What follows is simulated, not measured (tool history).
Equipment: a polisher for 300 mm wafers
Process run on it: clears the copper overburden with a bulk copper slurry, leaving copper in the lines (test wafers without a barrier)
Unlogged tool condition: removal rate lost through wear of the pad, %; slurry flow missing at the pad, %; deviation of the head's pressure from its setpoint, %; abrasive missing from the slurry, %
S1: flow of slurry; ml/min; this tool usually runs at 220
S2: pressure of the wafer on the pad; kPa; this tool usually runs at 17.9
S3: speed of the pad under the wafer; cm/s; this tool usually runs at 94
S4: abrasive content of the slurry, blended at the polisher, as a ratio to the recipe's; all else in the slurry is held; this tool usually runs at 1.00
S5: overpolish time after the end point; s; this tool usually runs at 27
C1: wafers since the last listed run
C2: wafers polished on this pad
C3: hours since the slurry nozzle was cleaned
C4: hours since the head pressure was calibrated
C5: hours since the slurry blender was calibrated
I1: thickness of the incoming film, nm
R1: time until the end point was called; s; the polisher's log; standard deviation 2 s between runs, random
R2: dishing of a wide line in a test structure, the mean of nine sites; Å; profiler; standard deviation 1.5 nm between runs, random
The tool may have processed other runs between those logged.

run    hour   S1    S2   S3    S4  S5    C1    C2     C3     C4     C5      I1     R1   R2
  1     0.0  220  19.3   94  1.00  27     0   313   36.9  436.6   58.7  1050.2  111.2  821
  2   172.9  220  17.9   94  1.00  27  1451  1765  209.8  609.5  231.6  1062.3  122.1  797
      196.6  -- worn pad replaced by a new one
  3   225.1  220  17.9   94  1.00  27   404   238  262.0  661.7  283.8  1053.7  119.7  775
      251.9  -- slurry blender recalibrated
  4   273.7  220  17.9   94  1.00  27   391   630  310.6  710.3   21.8  1051.2  122.9  785
  5   313.4  220  17.9   94  1.00  27   333   963  350.3  750.0   61.5  1049.2  124.3  750
      321.2  -- head pressure recalibrated
  6   349.1  260  17.9   94  1.00  27   282  1246  386.0   27.9   97.2  1044.7  124.2  763
  7   404.4  220  17.9   94  1.00  27   464  1710  441.3   83.2  152.5  1062.8  126.5  769
      446.7  -- worn pad replaced by a new one
  8   447.2  220  19.3   94  1.00  34   325     4  484.1  126.0  195.3  1043.8  119.1  861
  9   508.1  220  17.9   94  1.20  19   511   515  545.0  186.9  256.2  1055.2  124.1  721
      522.4  -- slurry blender recalibrated
 10   534.4  220  17.9   94  1.20  19   204   719  571.3  213.2   12.0  1065.9  122.1  700
 11   574.0  220  17.9   94  1.20  19   332  1052  610.9  252.8   51.6  1040.5  123.3  695
 12   635.0  220  17.9   94  1.00  27   512  1564  671.9  313.8  112.6  1031.4  127.0  764
 13   662.5  220  17.9   72  1.10  27   230  1795  699.4  341.3  140.1  1052.1  166.9  684
 14   718.9  280  15.9   94  1.00  27   473  2268  755.8  397.7  196.5  1039.2  139.1  737
      724.7  -- slurry nozzle cleaned
      753.3  -- worn pad replaced by a new one
 15   775.6  220  20.0   94  1.25  27   434   187   50.9  454.4  253.2  1046.5  101.3  858
      820.3  -- slurry blender recalibrated
 16   841.8  165  17.9  106  1.00  27   539   726  117.1  520.6   21.5  1044.6  111.9  791
 17   890.0  260  17.9   94  1.25  27   404  1130  165.3  568.8   69.7  1058.5  111.0  806
 18   925.2  220  17.9   82  1.00  13   295  1426  200.5  604.0  104.9  1053.1  137.4  567
 19   996.0  165  17.9  106  1.00  27   594  2020  271.3  674.8  175.7  1055.1  113.2  793
     1025.7  -- worn pad replaced by a new one
 20  1058.3  220  17.9   94  1.00  27   489   273  333.6  737.1  238.0  1042.6  122.6  768
     1061.8  -- head pressure recalibrated
     1091.0  -- slurry blender recalibrated
 21  1111.5  220  17.9  114  1.00  27   413   686  386.8   49.7   20.5  1049.9  104.0  819
 22  1139.9  245  17.9  110  1.00  27   238   925  415.2   78.1   48.9  1048.4  105.2  833
 23  1165.4  220  17.9   94  1.00  23   214  1139  440.7  103.6   74.4  1062.4  131.6  765
 24  1229.0  185  17.9   76  1.30  27   533  1673  504.3  167.2  138.0  1059.1  157.8  729
 25  1257.1  285  15.2   94  1.20  27   235  1909  532.4  195.3  166.1  1053.7  136.2  723
     1263.7  -- worn pad replaced by a new one
 26  1371.6  220  13.1   84  1.00  27   927   906  646.9  309.8  280.6  1049.5  193.1  611

Forecast each of these 5 alternatives for the next run:
  A  1372.1  220  13.8   94  1.00  27   4  910  647.4  310.3  281.1  1043.8   ?   ?
  B  1372.1  150  20.7   84  1.00  27   4  910  647.4  310.3  281.1  1043.8   ?   ?
  C  1372.1  180  17.9  108  1.00  33   4  910  647.4  310.3  281.1  1043.8   ?   ?
  D  1372.1  220  17.9   94  0.90  27   4  910  647.4  310.3  281.1  1043.8   ?   ?
  E  1372.1  220  21.4  114  1.25  20   4  910  647.4  310.3  281.1  1043.8   ?   ?

run     R1   R2
  A  167.6  641
  B  138.1  745
  C  118.4  782
  D  131.6  733
  E   85.8  787
Stripped of hidden state, with their random variation kept, the same runs would have yielded:
run     R1   R2
  A  154.4  658
  B  122.3  771
  C  107.0  793
  D  121.2  748
  E   79.1  802
